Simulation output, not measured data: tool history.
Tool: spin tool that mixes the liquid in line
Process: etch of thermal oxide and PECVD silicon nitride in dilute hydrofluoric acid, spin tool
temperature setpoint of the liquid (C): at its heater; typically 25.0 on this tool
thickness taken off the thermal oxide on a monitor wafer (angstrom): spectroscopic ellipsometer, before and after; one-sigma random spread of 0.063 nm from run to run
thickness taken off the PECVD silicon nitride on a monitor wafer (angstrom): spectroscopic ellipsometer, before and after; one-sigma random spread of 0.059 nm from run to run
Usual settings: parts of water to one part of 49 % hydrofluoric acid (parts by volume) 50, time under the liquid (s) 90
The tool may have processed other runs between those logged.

run	day	temperature setpoint of the liquid (C)	parts of water to one part of 49 % hydrofluoric acid (parts by volume)	time under the liquid (s)	read-back film thickness of the thermal oxide reference wafer, read on the same gauge (nm)	read-back film thickness of the PECVD silicon nitride reference wafer, read on the same gauge (nm)	thickness taken off the thermal oxide on a monitor wafer (angstrom)	thickness taken off the PECVD silicon nitride on a monitor wafer (angstrom)
1	0.000	25.0	50	90	58.06	87.10	103.0	74.3
2	1.350	25.0	50	90	58.04	87.07	102.1	75.6
3	2.458	25.0	50	90	58.04	87.04	103.4	75.3
# day 3.004: gauge calibrated
4	9.733	25.0	50	90	60.32	90.50	108.1	77.3
5	11.812	25.0	50	90	60.29	90.45	105.9	77.4
6	13.488	25.0	50	90	60.27	90.41	106.9	77.4
7	20.808	25.0	50	90	60.15	90.26	105.9	77.2
8	22.846	25.0	30	90	60.14	90.19	180.4	126.6
9	24.079	27.0	60	90	60.09	90.15	95.6	73.4
10	25.529	25.0	50	90	60.08	90.14	105.6	76.4
# day 27.675: thermometer replaced
11	28.383	21.5	60	70	60.05	90.08	58.5	39.5
# day 28.542: hydrofluoric acid flow meter replaced
12	29.596	23.0	50	90	60.04	90.05	98.0	67.0
13	31.392	28.5	70	135	60.03	90.00	127.6	104.8
14	33.775	23.5	40	115	59.96	89.97	162.4	110.8
15	42.196	29.5	60	145	59.85	89.78	167.3	139.1
16	45.021	25.0	50	90	59.81	89.71	106.4	77.9
17	51.812	25.0	50	145	59.72	89.57	170.7	124.4
18	53.938	25.0	65	70	59.69	89.51	61.9	45.5
19	55.438	28.5	70	70	59.68	89.49	65.9	53.8
20	57.579	25.0	50	145	59.62	89.44	171.3	121.2
21	58.758	25.0	50	65	59.60	89.42	76.3	54.9
22	61.242	25.0	50	90	59.57	89.37	106.8	76.6
# day 62.858: thermometer replaced
23	62.879	26.5	75	110	59.57	89.32	88.0	68.5
24	64.912	28.5	50	45	59.53	89.29	60.8	47.3
25	66.717	25.0	50	90	59.49	89.24	104.0	75.5
26	68.367	21.0	65	145	59.47	89.21	108.3	71.9
27	69.742	25.0	50	90	59.46	89.19	106.4	75.4

Results for each run, recomputed without the tool's hidden state and with each run's random variation untouched:
Hidden state at play: liquid hotter than its thermometer reads (K); hydrofluoric acid flow below the setpoint (%); gauge reads high (%).
run	thickness taken off the thermal oxide on a monitor wafer (angstrom)	thickness taken off the PECVD silicon nitride on a monitor wafer (angstrom)
1	106.4	76.8
2	105.6	78.1
3	106.9	77.9
4	107.5	76.9
5	105.4	77.1
6	106.4	77.1
7	105.7	77.0
8	180.0	126.3
9	95.5	73.2
10	105.4	76.3
11	58.5	39.5
12	97.9	67.0
13	127.5	104.8
14	162.5	110.8
15	167.7	139.4
16	106.7	78.2
17	171.5	125.0
18	62.2	45.8
19	66.3	54.1
20	172.3	122.0
21	76.8	55.3
22	107.5	77.1
23	88.7	69.1
24	61.3	47.7
25	104.9	76.1
26	109.2	72.6
27	107.4	76.1

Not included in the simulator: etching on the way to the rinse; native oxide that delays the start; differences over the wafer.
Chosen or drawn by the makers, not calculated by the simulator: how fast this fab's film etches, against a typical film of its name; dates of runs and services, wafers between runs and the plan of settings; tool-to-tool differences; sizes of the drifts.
